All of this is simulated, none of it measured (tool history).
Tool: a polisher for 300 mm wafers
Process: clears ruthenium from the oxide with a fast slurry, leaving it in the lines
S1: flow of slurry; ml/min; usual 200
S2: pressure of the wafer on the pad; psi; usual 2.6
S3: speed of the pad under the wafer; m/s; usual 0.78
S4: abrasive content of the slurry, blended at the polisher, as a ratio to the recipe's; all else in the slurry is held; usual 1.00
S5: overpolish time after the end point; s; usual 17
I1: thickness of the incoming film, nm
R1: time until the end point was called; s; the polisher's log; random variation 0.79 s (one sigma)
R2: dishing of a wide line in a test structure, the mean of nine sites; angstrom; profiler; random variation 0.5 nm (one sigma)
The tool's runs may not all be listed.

run    hour   S1   S2    S3    S4  S5     I1     R1   R2
  1     0.0  200  2.6  0.78  1.25  20  178.4   65.9  373
  2    58.9  200  2.6  0.78  1.25  20  181.7   67.3  377
  3   104.3  200  2.6  0.78  1.25  20  179.0   68.7  370
  4   198.9  200  2.6  0.78  0.90  17  178.5   75.3  299
  5   241.2  200  2.6  0.78  0.90  17  176.7   76.1  295
      249.1  -- slurry nozzle cleaned
  6   287.0  200  2.6  0.78  1.00  17  181.0   67.9  332
  7   388.2  200  2.6  0.92  1.00  17  181.8   58.7  375
  8   426.7  200  2.6  0.92  1.00  17  180.3   58.9  367
      438.8  -- slurry blender recalibrated
      455.0  -- worn pad replaced by a new one
  9   470.1  140  3.4  1.02  1.00  24  181.6   44.5  543
 10   542.2  200  2.6  0.78  1.00  17  177.0   69.2  325
 11   802.0  240  2.1  0.68  1.00  23  183.0  101.1  302
 12   888.0  265  2.2  0.78  0.75  11  179.4   89.8  178
      900.6  -- slurry nozzle cleaned
 13   930.5  200  2.6  0.52  1.00  17  181.4  102.6  241
      962.0  -- head pressure recalibrated
 14  1032.6  200  2.1  0.94  1.00  23  182.2   70.6  405
     1048.5  -- slurry blender recalibrated
 15  1069.5  200  3.2  0.78  1.00  17  179.1   55.0  373
 16  1115.5  200  2.6  0.54  1.15  17  180.9   95.4  248
     1125.4  -- worn pad replaced by a new one
 17  1221.1  200  2.6  0.78  1.00  17  179.3   70.5  319
 18  1317.1  200  2.6  0.78  1.00  17  180.6   73.7  311
 19  1386.0  200  2.4  1.06  1.15  25  180.6   56.8  493
 20  1422.9  200  2.6  0.78  1.00  17  178.3   73.4  309
 21  1482.1  200  2.6  0.78  1.00  17  177.6   73.1  302
     1486.2  -- slurry nozzle cleaned
 22  1545.4  200  3.1  0.78  1.00  17  182.5   58.1  372
 23  1596.6  265  3.5  0.92  1.00  17  179.8   40.8  468
 24  1633.9  200  3.3  0.78  1.00  17  176.1   52.7  379
     1662.9  -- worn pad replaced by a new one
 25  1697.2  200  2.6  0.96  1.00  17  179.5   55.5  373
     1710.8  -- slurry blender recalibrated
 26  1788.1  200  2.6  0.78  1.00  17  178.2   71.0  322
     1837.7  -- head pressure recalibrated
 27  1877.7  200  2.6  0.78  1.20  22  180.2   70.0  399
 28  1959.1  200  2.6  0.50  1.30  10  181.3  105.4  146

The same runs without the tool's hidden state, with the same run-to-run variation:
The hidden state here: removal rate lost through wear of the pad, %; slurry flow missing at the pad, %; deviation of the head's pressure from its setpoint, %; abrasive missing from the slurry, %.
run     R1   R2
  1   62.9  385
  2   63.4  393
  3   64.2  388
  4   68.8  320
  5   68.7  318
  6   67.4  334
  7   57.7  379
  8   57.5  373
  9   42.6  555
 10   66.5  334
 11   93.6  321
 12   82.1  192
 13  102.0  243
 14   69.4  410
 15   53.8  379
 16   92.7  254
 17   67.5  330
 18   69.3  326
 19   52.6  515
 20   67.3  330
 21   65.9  326
 22   57.2  376
 23   40.1  472
 24   51.3  386
 25   53.6  382
 26   67.5  334
 27   65.5  417
 28   96.7  158
